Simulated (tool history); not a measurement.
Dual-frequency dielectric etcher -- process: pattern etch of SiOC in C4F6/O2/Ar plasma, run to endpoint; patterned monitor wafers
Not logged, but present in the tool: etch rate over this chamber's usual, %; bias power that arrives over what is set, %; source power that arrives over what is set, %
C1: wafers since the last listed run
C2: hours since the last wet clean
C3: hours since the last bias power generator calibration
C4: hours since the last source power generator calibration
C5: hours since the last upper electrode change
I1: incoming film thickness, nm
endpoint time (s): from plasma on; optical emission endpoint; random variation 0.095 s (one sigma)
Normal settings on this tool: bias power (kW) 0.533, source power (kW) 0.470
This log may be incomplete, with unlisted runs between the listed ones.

{"run": 1, "hour": 0.0, "bias power (kW)": 0.533, "source power (kW)": 0.47, "C1": 0, "C2": 38.2, "C3": 1989.8, "C4": 745.2, "C5": 2456.3, "I1": 36.48, "endpoint time (s)": 11.7}
{"run": 2, "hour": 95.1, "bias power (kW)": 0.533, "source power (kW)": 0.47, "C1": 1346, "C2": 133.3, "C3": 2084.9, "C4": 840.3, "C5": 2551.4, "I1": 36.15, "endpoint time (s)": 11.6}
{"run": 3, "hour": 143.1, "bias power (kW)": 0.533, "source power (kW)": 0.47, "C1": 679, "C2": 181.3, "C3": 2132.9, "C4": 888.3, "C5": 2599.4, "I1": 36.5, "endpoint time (s)": 11.4}
{"run": 4, "hour": 247.3, "bias power (kW)": 0.533, "source power (kW)": 0.47, "C1": 1475, "C2": 285.5, "C3": 2237.1, "C4": 992.5, "C5": 2703.6, "I1": 36.88, "endpoint time (s)": 11.5}
{"run": 5, "hour": 288.4, "bias power (kW)": 0.533, "source power (kW)": 0.47, "C1": 581, "C2": 326.6, "C3": 2278.2, "C4": 1033.6, "C5": 2744.7, "I1": 36.55, "endpoint time (s)": 11.4}
{"run": 6, "hour": 377.0, "bias power (kW)": 0.533, "source power (kW)": 0.47, "C1": 1254, "C2": 415.2, "C3": 2366.8, "C4": 1122.2, "C5": 2833.3, "I1": 36.3, "endpoint time (s)": 11.2}
{"hour": 405.2, "done": "wet clean of the chamber"}
{"run": 7, "hour": 437.1, "bias power (kW)": 0.533, "source power (kW)": 0.47, "C1": 511, "C2": 31.9, "C3": 2426.9, "C4": 1182.3, "C5": 2893.4, "I1": 36.06, "endpoint time (s)": 11.6}
{"run": 8, "hour": 514.0, "bias power (kW)": 0.533, "source power (kW)": 0.47, "C1": 1088, "C2": 108.8, "C3": 2503.8, "C4": 1259.2, "C5": 2970.3, "I1": 36.25, "endpoint time (s)": 11.6}
{"run": 9, "hour": 615.9, "bias power (kW)": 0.533, "source power (kW)": 0.47, "C1": 1442, "C2": 210.7, "C3": 2605.7, "C4": 1361.1, "C5": 3072.2, "I1": 36.12, "endpoint time (s)": 11.3}
{"run": 10, "hour": 668.1, "bias power (kW)": 0.533, "source power (kW)": 0.47, "C1": 739, "C2": 262.9, "C3": 2657.9, "C4": 1413.3, "C5": 3124.4, "I1": 36.38, "endpoint time (s)": 11.3}
{"run": 11, "hour": 712.7, "bias power (kW)": 0.533, "source power (kW)": 0.47, "C1": 631, "C2": 307.5, "C3": 2702.5, "C4": 1457.9, "C5": 3169.0, "I1": 36.48, "endpoint time (s)": 11.2}
{"run": 12, "hour": 765.1, "bias power (kW)": 0.533, "source power (kW)": 0.49, "C1": 741, "C2": 359.9, "C3": 2754.9, "C4": 1510.3, "C5": 3221.4, "I1": 36.29, "endpoint time (s)": 11.2}
{"run": 13, "hour": 820.5, "bias power (kW)": 0.533, "source power (kW)": 0.49, "C1": 784, "C2": 415.3, "C3": 2810.3, "C4": 1565.7, "C5": 3276.8, "I1": 36.56, "endpoint time (s)": 11.2}
{"hour": 863.4, "done": "wet clean of the chamber"}
{"run": 14, "hour": 911.0, "bias power (kW)": 0.533, "source power (kW)": 0.49, "C1": 941, "C2": 47.6, "C3": 2900.8, "C4": 1656.2, "C5": 3367.3, "I1": 36.65, "endpoint time (s)": 11.7}
{"run": 15, "hour": 989.3, "bias power (kW)": 0.533, "source power (kW)": 0.41, "C1": 1108, "C2": 125.9, "C3": 2979.1, "C4": 1734.5, "C5": 3445.6, "I1": 36.37, "endpoint time (s)": 12.1}
{"run": 16, "hour": 1053.8, "bias power (kW)": 0.499, "source power (kW)": 0.57, "C1": 913, "C2": 190.4, "C3": 3043.6, "C4": 1799.0, "C5": 3510.1, "I1": 36.36, "endpoint time (s)": 11.2}
{"hour": 1138.2, "done": "bias power generator calibrated"}
{"run": 17, "hour": 1243.6, "bias power (kW)": 0.476, "source power (kW)": 0.47, "C1": 2630, "C2": 380.2, "C3": 105.4, "C4": 1988.8, "C5": 3699.9, "I1": 36.54, "endpoint time (s)": 11.7}
{"hour": 1355.9, "done": "wet clean of the chamber"}
{"run": 18, "hour": 1356.4, "bias power (kW)": 0.533, "source power (kW)": 0.47, "C1": 1257, "C2": 0.5, "C3": 218.2, "C4": 2101.6, "C5": 3812.7, "I1": 36.33, "endpoint time (s)": 11.6}
{"run": 19, "hour": 1403.1, "bias power (kW)": 0.474, "source power (kW)": 0.4, "C1": 661, "C2": 47.2, "C3": 264.9, "C4": 2148.3, "C5": 3859.4, "I1": 36.29, "endpoint time (s)": 12.5}
{"run": 20, "hour": 1440.3, "bias power (kW)": 0.437, "source power (kW)": 0.4, "C1": 526, "C2": 84.4, "C3": 302.1, "C4": 2185.5, "C5": 3896.6, "I1": 36.36, "endpoint time (s)": 12.7}
{"run": 21, "hour": 1508.3, "bias power (kW)": 0.42, "source power (kW)": 0.36, "C1": 962, "C2": 152.4, "C3": 370.1, "C4": 2253.5, "C5": 3964.6, "I1": 36.42, "endpoint time (s)": 13.2}
{"hour": 1566.3, "done": "upper electrode replaced"}
{"run": 22, "hour": 1566.8, "bias power (kW)": 0.448, "source power (kW)": 0.42, "C1": 488, "C2": 210.9, "C3": 428.6, "C4": 2312.0, "C5": 0.5, "I1": 36.26, "endpoint time (s)": 12.5}
{"hour": 1653.0, "done": "source power generator calibrated"}
{"hour": 1806.5, "done": "wet clean of the chamber"}
{"run": 23, "hour": 1853.8, "bias power (kW)": 0.47, "source power (kW)": 0.53, "C1": 3666, "C2": 47.3, "C3": 715.6, "C4": 200.8, "C5": 287.5, "I1": 36.21, "endpoint time (s)": 11.7}
{"run": 24, "hour": 1900.8, "bias power (kW)": 0.533, "source power (kW)": 0.47, "C1": 665, "C2": 94.3, "C3": 762.6, "C4": 247.8, "C5": 334.5, "I1": 36.15, "endpoint time (s)": 11.4}
{"run": 25, "hour": 1980.0, "bias power (kW)": 0.533, "source power (kW)": 0.47, "C1": 1121, "C2": 173.5, "C3": 841.8, "C4": 327.0, "C5": 413.7, "I1": 36.5, "endpoint time (s)": 11.7}
{"run": 26, "hour": 2030.1, "bias power (kW)": 0.477, "source power (kW)": 0.38, "C1": 709, "C2": 223.6, "C3": 891.9, "C4": 377.1, "C5": 463.8, "I1": 36.44, "endpoint time (s)": 12.7}
{"run": 27, "hour": 2089.4, "bias power (kW)": 0.533, "source power (kW)": 0.47, "C1": 839, "C2": 282.9, "C3": 951.2, "C4": 436.4, "C5": 523.1, "I1": 36.39, "endpoint time (s)": 11.7}
{"run": 28, "hour": 2185.9, "bias power (kW)": 0.533, "source power (kW)": 0.47, "C1": 1366, "C2": 379.4, "C3": 1047.7, "C4": 532.9, "C5": 619.6, "I1": 36.71, "endpoint time (s)": 11.4}
{"hour": 2291.6, "done": "wet clean of the chamber"}
{"run": 29, "hour": 2292.1, "bias power (kW)": 0.401, "source power (kW)": 0.52, "C1": 1163, "C2": 0.5, "C3": 1153.9, "C4": 639.1, "C5": 725.8, "I1": 36.43, "endpoint time (s)": 12.5}
{"run": 30, "hour": 2331.6, "bias power (kW)": 0.404, "source power (kW)": 0.43, "C1": 559, "C2": 40.0, "C3": 1193.4, "C4": 678.6, "C5": 765.3, "I1": 36.78, "endpoint time (s)": 13.1}

Forecast run 31:
{"run": 31, "hour": 2399.5, "bias power (kW)": 0.59, "source power (kW)": 0.54, "C1": 961, "C2": 107.9, "C3": 1261.3, "C4": 746.5, "C5": 833.2, "I1": 36.77, "endpoint time (s)": "?"}

{"run 31": {"endpoint time (s)": 11.2}}
The same run, on a tool lacking any hidden state, would have yielded endpoint time (s) 11.2.

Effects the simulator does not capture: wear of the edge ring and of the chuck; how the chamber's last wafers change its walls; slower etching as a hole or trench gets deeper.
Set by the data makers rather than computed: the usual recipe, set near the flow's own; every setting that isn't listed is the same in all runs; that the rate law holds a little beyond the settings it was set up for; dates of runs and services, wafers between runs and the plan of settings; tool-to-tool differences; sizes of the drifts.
